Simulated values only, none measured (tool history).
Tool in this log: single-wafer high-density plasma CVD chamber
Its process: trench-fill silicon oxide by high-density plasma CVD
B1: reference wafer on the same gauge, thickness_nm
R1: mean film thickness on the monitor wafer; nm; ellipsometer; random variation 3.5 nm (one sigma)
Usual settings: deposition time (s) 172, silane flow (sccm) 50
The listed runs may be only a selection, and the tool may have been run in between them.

{"run": 1, "day": 0.0, "deposition time (s)": 159, "silane flow (sccm)": 50, "B1": 832.147, "R1": 845.069}
{"day": 0.35, "done": "silane flow controller replaced"}
{"run": 2, "day": 3.658, "deposition time (s)": 172, "silane flow (sccm)": 50, "B1": 832.596, "R1": 884.355}
{"run": 3, "day": 6.846, "deposition time (s)": 172, "silane flow (sccm)": 50, "B1": 832.562, "R1": 888.135}
{"run": 4, "day": 10.046, "deposition time (s)": 172, "silane flow (sccm)": 50, "B1": 832.23, "R1": 892.786}
{"run": 5, "day": 13.408, "deposition time (s)": 172, "silane flow (sccm)": 50, "B1": 832.626, "R1": 890.952}
{"run": 6, "day": 16.421, "deposition time (s)": 172, "silane flow (sccm)": 50, "B1": 832.473, "R1": 895.291}
{"run": 7, "day": 19.154, "deposition time (s)": 148, "silane flow (sccm)": 50, "B1": 832.119, "R1": 772.859}
{"run": 8, "day": 23.021, "deposition time (s)": 180, "silane flow (sccm)": 50, "B1": 831.861, "R1": 938.755}
{"run": 9, "day": 24.904, "deposition time (s)": 180, "silane flow (sccm)": 50, "B1": 832.019, "R1": 945.808}
{"run": 10, "day": 29.358, "deposition time (s)": 180, "silane flow (sccm)": 50, "B1": 832.181, "R1": 938.08}
{"run": 11, "day": 33.85, "deposition time (s)": 172, "silane flow (sccm)": 45, "B1": 832.121, "R1": 818.148}
{"run": 12, "day": 37.442, "deposition time (s)": 172, "silane flow (sccm)": 45, "B1": 832.592, "R1": 812.277}
{"run": 13, "day": 41.242, "deposition time (s)": 172, "silane flow (sccm)": 45, "B1": 832.225, "R1": 818.513}
{"run": 14, "day": 43.412, "deposition time (s)": 188, "silane flow (sccm)": 56, "B1": 831.575, "R1": 1113.673}
{"run": 15, "day": 46.671, "deposition time (s)": 188, "silane flow (sccm)": 56, "B1": 832.275, "R1": 1114.904}
{"run": 16, "day": 48.183, "deposition time (s)": 147, "silane flow (sccm)": 50, "B1": 831.846, "R1": 778.154}
{"run": 17, "day": 51.188, "deposition time (s)": 147, "silane flow (sccm)": 50, "B1": 833.018, "R1": 777.427}
{"day": 52.833, "done": "gauge calibrated"}
{"run": 18, "day": 54.992, "deposition time (s)": 172, "silane flow (sccm)": 50, "B1": 831.953, "R1": 905.865}
{"run": 19, "day": 57.025, "deposition time (s)": 150, "silane flow (sccm)": 50, "B1": 831.039, "R1": 792.252}
{"run": 20, "day": 61.467, "deposition time (s)": 172, "silane flow (sccm)": 42, "B1": 831.93, "R1": 765.163}
{"run": 21, "day": 63.925, "deposition time (s)": 186, "silane flow (sccm)": 53, "B1": 831.721, "R1": 1042.624}
{"run": 22, "day": 67.354, "deposition time (s)": 202, "silane flow (sccm)": 42, "B1": 832.304, "R1": 907.372}
{"run": 23, "day": 70.712, "deposition time (s)": 172, "silane flow (sccm)": 50, "B1": 831.931, "R1": 922.659}
{"run": 24, "day": 73.092, "deposition time (s)": 172, "silane flow (sccm)": 50, "B1": 832.354, "R1": 909.26}
{"run": 25, "day": 75.604, "deposition time (s)": 172, "silane flow (sccm)": 50, "B1": 832.204, "R1": 911.705}
{"day": 79.867, "done": "silane flow controller replaced"}
{"run": 26, "day": 80.025, "deposition time (s)": 142, "silane flow (sccm)": 46, "B1": 831.65, "R1": 677.122}
{"run": 27, "day": 82.762, "deposition time (s)": 172, "silane flow (sccm)": 50, "B1": 831.543, "R1": 891.796}
{"run": 28, "day": 84.546, "deposition time (s)": 172, "silane flow (sccm)": 50, "B1": 832.603, "R1": 890.206}
{"run": 29, "day": 87.567, "deposition time (s)": 140, "silane flow (sccm)": 45, "B1": 832.345, "R1": 653.071}
{"run": 30, "day": 91.946, "deposition time (s)": 198, "silane flow (sccm)": 56, "B1": 831.62, "R1": 1162.386}
{"run": 31, "day": 94.346, "deposition time (s)": 205, "silane flow (sccm)": 40, "B1": 831.658, "R1": 859.999}
{"run": 32, "day": 99.812, "deposition time (s)": 199, "silane flow (sccm)": 54, "B1": 832.089, "R1": 1119.794}
{"run": 33, "day": 102.629, "deposition time (s)": 172, "silane flow (sccm)": 50, "B1": 832.748, "R1": 899.664}
{"run": 34, "day": 107.0, "deposition time (s)": 172, "silane flow (sccm)": 54, "B1": 831.965, "R1": 982.972}
{"run": 35, "day": 111.125, "deposition time (s)": 154, "silane flow (sccm)": 55, "B1": 831.811, "R1": 905.906}
{"run": 36, "day": 114.85, "deposition time (s)": 153, "silane flow (sccm)": 54, "B1": 832.298, "R1": 873.724}
{"run": 37, "day": 118.158, "deposition time (s)": 158, "silane flow (sccm)": 47, "B1": 832.394, "R1": 785.855}
{"run": 38, "day": 120.812, "deposition time (s)": 172, "silane flow (sccm)": 50, "B1": 831.313, "R1": 919.993}
{"run": 39, "day": 123.729, "deposition time (s)": 203, "silane flow (sccm)": 58, "B1": 831.308, "R1": 1257.597}
{"run": 40, "day": 126.2, "deposition time (s)": 152, "silane flow (sccm)": 59, "B1": 832.392, "R1": 954.241}

Forecast each of these 4 alternatives for the next run:
{"run": "A", "day": 126.217, "deposition time (s)": 172, "silane flow (sccm)": 47, "B1": "?", "R1": "?"}
{"run": "B", "day": 126.217, "deposition time (s)": 138, "silane flow (sccm)": 55, "B1": "?", "R1": "?"}
{"run": "C", "day": 126.217, "deposition time (s)": 185, "silane flow (sccm)": 44, "B1": "?", "R1": "?"}
{"run": "D", "day": 126.217, "deposition time (s)": 172, "silane flow (sccm)": 43, "B1": "?", "R1": "?"}

run=A B1=831.172 R1=865.328
run=B B1=831.172 R1=812.449
run=C B1=831.172 R1=871.322
run=D B1=831.172 R1=791.683
With no hidden state in the tool, these same runs would have given:
run=A R1=834.307
run=B R1=783.324
run=C R1=840.086
run=D R1=763.302

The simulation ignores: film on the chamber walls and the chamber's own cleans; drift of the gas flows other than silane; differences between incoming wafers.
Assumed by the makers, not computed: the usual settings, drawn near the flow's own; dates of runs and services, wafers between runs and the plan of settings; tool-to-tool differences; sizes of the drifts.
